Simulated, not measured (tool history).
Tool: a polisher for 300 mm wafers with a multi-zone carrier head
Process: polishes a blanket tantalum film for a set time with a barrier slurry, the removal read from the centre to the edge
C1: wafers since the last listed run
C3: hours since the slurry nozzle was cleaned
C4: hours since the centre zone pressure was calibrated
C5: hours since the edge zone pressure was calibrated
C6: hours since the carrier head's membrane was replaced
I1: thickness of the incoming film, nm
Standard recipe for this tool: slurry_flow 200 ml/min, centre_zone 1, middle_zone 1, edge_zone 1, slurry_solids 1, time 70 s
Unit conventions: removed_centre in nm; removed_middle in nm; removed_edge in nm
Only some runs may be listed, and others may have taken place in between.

{"run": 1, "hour": 0.0, "slurry_flow": 200, "centre_zone": 1, "middle_zone": 1, "edge_zone": 1, "slurry_solids": 1, "time": 70, "C1": 0, "wafers polished on this pad": 2014, "C3": 558.2, "C4": 1141.4, "C5": 5.4, "C6": 444.1, "I1": 344.5, "removed_centre": 66.4, "removed_middle": 65.3, "removed_edge": 66.6}
{"run": 2, "hour": 61.2, "slurry_flow": 200, "centre_zone": 1, "middle_zone": 1, "edge_zone": 1, "slurry_solids": 1, "time": 70, "C1": 544, "wafers polished on this pad": 2559, "C3": 619.4, "C4": 1202.6, "C5": 66.6, "C6": 505.3, "I1": 339.4, "removed_centre": 66.4, "removed_middle": 65.4, "removed_edge": 66.7}
{"run": 3, "hour": 122.3, "slurry_flow": 200, "centre_zone": 1, "middle_zone": 1, "edge_zone": 1, "slurry_solids": 1, "time": 70, "C1": 543, "wafers polished on this pad": 3103, "C3": 680.5, "C4": 1263.7, "C5": 127.7, "C6": 566.4, "I1": 341.7, "removed_centre": 64, "removed_middle": 65.4, "removed_edge": 65.9}
{"hour": 174.2, "done": "worn pad replaced by a new one"}
{"run": 4, "hour": 174.7, "slurry_flow": 200, "centre_zone": 1, "middle_zone": 0.95, "edge_zone": 1, "slurry_solids": 1, "time": 70, "C1": 430, "wafers polished on this pad": 4, "C3": 732.9, "C4": 1316.1, "C5": 180.1, "C6": 618.8, "I1": 333.8, "removed_centre": 65.9, "removed_middle": 62.8, "removed_edge": 67.3}
{"run": 5, "hour": 213.3, "slurry_flow": 175, "centre_zone": 1, "middle_zone": 1, "edge_zone": 1, "slurry_solids": 1, "time": 70, "C1": 343, "wafers polished on this pad": 348, "C3": 771.5, "C4": 1354.7, "C5": 218.7, "C6": 657.4, "I1": 339.5, "removed_centre": 62.8, "removed_middle": 63.6, "removed_edge": 64.8}
{"run": 6, "hour": 247.6, "slurry_flow": 200, "centre_zone": 0.89, "middle_zone": 1, "edge_zone": 1, "slurry_solids": 1, "time": 86, "C1": 305, "wafers polished on this pad": 653, "C3": 805.8, "C4": 1389, "C5": 253, "C6": 691.7, "I1": 343, "removed_centre": 72.2, "removed_middle": 80.5, "removed_edge": 81.1}
{"hour": 263.9, "done": "slurry nozzle cleaned"}
{"run": 7, "hour": 317.5, "slurry_flow": 200, "centre_zone": 1, "middle_zone": 1, "edge_zone": 1.1, "slurry_solids": 1, "time": 93, "C1": 613, "wafers polished on this pad": 1267, "C3": 53.6, "C4": 1458.9, "C5": 322.9, "C6": 761.6, "I1": 337.8, "removed_centre": 79.4, "removed_middle": 80.3, "removed_edge": 87.7}
{"run": 8, "hour": 348.6, "slurry_flow": 200, "centre_zone": 0.93, "middle_zone": 1, "edge_zone": 0.96, "slurry_solids": 1, "time": 70, "C1": 276, "wafers polished on this pad": 1544, "C3": 84.7, "C4": 1490, "C5": 354, "C6": 792.7, "I1": 340.3, "removed_centre": 56.1, "removed_middle": 60.5, "removed_edge": 61.7}
{"run": 9, "hour": 407.3, "slurry_flow": 200, "centre_zone": 1, "middle_zone": 1, "edge_zone": 0.91, "slurry_solids": 1, "time": 70, "C1": 522, "wafers polished on this pad": 2066, "C3": 143.4, "C4": 1548.7, "C5": 412.7, "C6": 851.4, "I1": 336.4, "removed_centre": 58.5, "removed_middle": 59.4, "removed_edge": 59.6}
{"hour": 425.7, "done": "centre zone pressure recalibrated"}
{"hour": 448.3, "done": "carrier head's membrane replaced by a new one"}
{"run": 10, "hour": 448.7, "slurry_flow": 200, "centre_zone": 1.06, "middle_zone": 0.9, "edge_zone": 1.09, "slurry_solids": 1, "time": 70, "C1": 306, "wafers polished on this pad": 2372, "C3": 184.8, "C4": 23, "C5": 454.1, "C6": 0.4, "I1": 340.4, "removed_centre": 61, "removed_middle": 55, "removed_edge": 65.3}
{"run": 11, "hour": 489.4, "slurry_flow": 250, "centre_zone": 1.09, "middle_zone": 0.93, "edge_zone": 1.11, "slurry_solids": 1, "time": 70, "C1": 362, "wafers polished on this pad": 2735, "C3": 225.5, "C4": 63.7, "C5": 494.8, "C6": 41.1, "I1": 345.6, "removed_centre": 65.5, "removed_middle": 59.6, "removed_edge": 67.3}
{"run": 12, "hour": 513.6, "slurry_flow": 200, "centre_zone": 1, "middle_zone": 1, "edge_zone": 1, "slurry_solids": 1, "time": 70, "C1": 215, "wafers polished on this pad": 2950, "C3": 249.7, "C4": 87.9, "C5": 519, "C6": 65.3, "I1": 343.1, "removed_centre": 58.5, "removed_middle": 58.6, "removed_edge": 61.9}
{"hour": 525.6, "done": "worn pad replaced by a new one"}
{"run": 13, "hour": 585.1, "slurry_flow": 200, "centre_zone": 1, "middle_zone": 1, "edge_zone": 1, "slurry_solids": 0.85, "time": 70, "C1": 600, "wafers polished on this pad": 529, "C3": 321.2, "C4": 159.4, "C5": 590.5, "C6": 136.8, "I1": 340, "removed_centre": 51.1, "removed_middle": 52.9, "removed_edge": 56}
{"run": 14, "hour": 653.9, "slurry_flow": 200, "centre_zone": 1, "middle_zone": 1, "edge_zone": 1, "slurry_solids": 1, "time": 70, "C1": 612, "wafers polished on this pad": 1142, "C3": 390, "C4": 228.2, "C5": 659.3, "C6": 205.6, "I1": 343.7, "removed_centre": 55.4, "removed_middle": 57.7, "removed_edge": 61.1}
{"hour": 693.9, "done": "slurry nozzle cleaned, repeated, since the last time left the tool worse"}
{"run": 15, "hour": 715.2, "slurry_flow": 200, "centre_zone": 0.95, "middle_zone": 0.9, "edge_zone": 1, "slurry_solids": 1, "time": 70, "C1": 536, "wafers polished on this pad": 1678, "C3": 21.3, "C4": 289.5, "C5": 720.6, "C6": 266.9, "I1": 334.5, "removed_centre": 66.3, "removed_middle": 62.3, "removed_edge": 68.2}
{"run": 16, "hour": 779.9, "slurry_flow": 200, "centre_zone": 1, "middle_zone": 1, "edge_zone": 1, "slurry_solids": 1, "time": 70, "C1": 575, "wafers polished on this pad": 2254, "C3": 86, "C4": 354.2, "C5": 785.3, "C6": 331.6, "I1": 338.8, "removed_centre": 67.4, "removed_middle": 67.7, "removed_edge": 68.8}
{"run": 17, "hour": 832.4, "slurry_flow": 235, "centre_zone": 1, "middle_zone": 0.88, "edge_zone": 0.9, "slurry_solids": 1, "time": 61, "C1": 467, "wafers polished on this pad": 2722, "C3": 138.5, "C4": 406.7, "C5": 837.8, "C6": 384.1, "I1": 336.8, "removed_centre": 59.5, "removed_middle": 54.4, "removed_edge": 57.1}
{"hour": 931.4, "done": "edge zone pressure recalibrated"}
{"hour": 941.8, "done": "worn pad replaced by a new one"}
{"run": 18, "hour": 1018.8, "slurry_flow": 200, "centre_zone": 0.96, "middle_zone": 0.92, "edge_zone": 1, "slurry_solids": 1.2, "time": 91, "C1": 1606, "wafers polished on this pad": 685, "C3": 324.9, "C4": 593.1, "C5": 87.4, "C6": 570.5, "I1": 338.1, "removed_centre": 90.5, "removed_middle": 89.3, "removed_edge": 94.1}
{"run": 19, "hour": 1078.5, "slurry_flow": 155, "centre_zone": 1, "middle_zone": 1, "edge_zone": 1, "slurry_solids": 1, "time": 70, "C1": 531, "wafers polished on this pad": 1216, "C3": 384.6, "C4": 652.8, "C5": 147.1, "C6": 630.2, "I1": 341.4, "removed_centre": 62.9, "removed_middle": 63.1, "removed_edge": 64.8}
{"run": 20, "hour": 1142.9, "slurry_flow": 165, "centre_zone": 1, "middle_zone": 1.05, "edge_zone": 0.97, "slurry_solids": 1, "time": 70, "C1": 573, "wafers polished on this pad": 1789, "C3": 449, "C4": 717.2, "C5": 211.5, "C6": 694.6, "I1": 341.4, "removed_centre": 64, "removed_middle": 65.1, "removed_edge": 64}

What if the next run were any one of these 5? Each begins from the tool's condition after run 20:
{"run": "A", "hour": 1143.3, "slurry_flow": 200, "centre_zone": 1, "middle_zone": 1, "edge_zone": 1, "slurry_solids": 1, "time": 48, "C1": 3, "wafers polished on this pad": 1793, "C3": 449.4, "C4": 717.6, "C5": 211.9, "C6": 695, "I1": 337.9, "removed_centre": "?", "removed_middle": "?", "removed_edge": "?"}
{"run": "B", "hour": 1143.3, "slurry_flow": 165, "centre_zone": 1, "middle_zone": 1.07, "edge_zone": 1, "slurry_solids": 1, "time": 70, "C1": 3, "wafers polished on this pad": 1793, "C3": 449.4, "C4": 717.6, "C5": 211.9, "C6": 695, "I1": 337.9, "removed_centre": "?", "removed_middle": "?", "removed_edge": "?"}
{"run": "C", "hour": 1143.3, "slurry_flow": 250, "centre_zone": 1, "middle_zone": 1, "edge_zone": 1, "slurry_solids": 1, "time": 70, "C1": 3, "wafers polished on this pad": 1793, "C3": 449.4, "C4": 717.6, "C5": 211.9, "C6": 695, "I1": 337.9, "removed_centre": "?", "removed_middle": "?", "removed_edge": "?"}
{"run": "D", "hour": 1143.3, "slurry_flow": 250, "centre_zone": 1, "middle_zone": 1, "edge_zone": 0.93, "slurry_solids": 1, "time": 70, "C1": 3, "wafers polished on this pad": 1793, "C3": 449.4, "C4": 717.6, "C5": 211.9, "C6": 695, "I1": 337.9, "removed_centre": "?", "removed_middle": "?", "removed_edge": "?"}
{"run": "E", "hour": 1143.3, "slurry_flow": 230, "centre_zone": 0.93, "middle_zone": 1, "edge_zone": 1, "slurry_solids": 1.15, "time": 70, "C1": 3, "wafers polished on this pad": 1793, "C3": 449.4, "C4": 717.6, "C5": 211.9, "C6": 695, "I1": 337.9, "removed_centre": "?", "removed_middle": "?", "removed_edge": "?"}

run=A removed_centre=46.2 removed_middle=45.6 removed_edge=45.8
run=B removed_centre=64.6 removed_middle=67.3 removed_edge=64.9
run=C removed_centre=70.2 removed_middle=68.9 removed_edge=68.5
run=D removed_centre=70.2 removed_middle=68.9 removed_edge=66.2
run=E removed_centre=68.6 removed_middle=72 removed_edge=71.9
With no hidden state in the tool, these same runs would have given:
run=A removed_centre=47.5 removed_middle=46.7 removed_edge=46.6
run=B removed_centre=66.7 removed_middle=69.3 removed_edge=66.3
run=C removed_centre=71.6 removed_middle=70.2 removed_edge=69.5
run=D removed_centre=71.6 removed_middle=70.2 removed_edge=67.2
run=E removed_centre=70.2 removed_middle=73.5 removed_edge=73
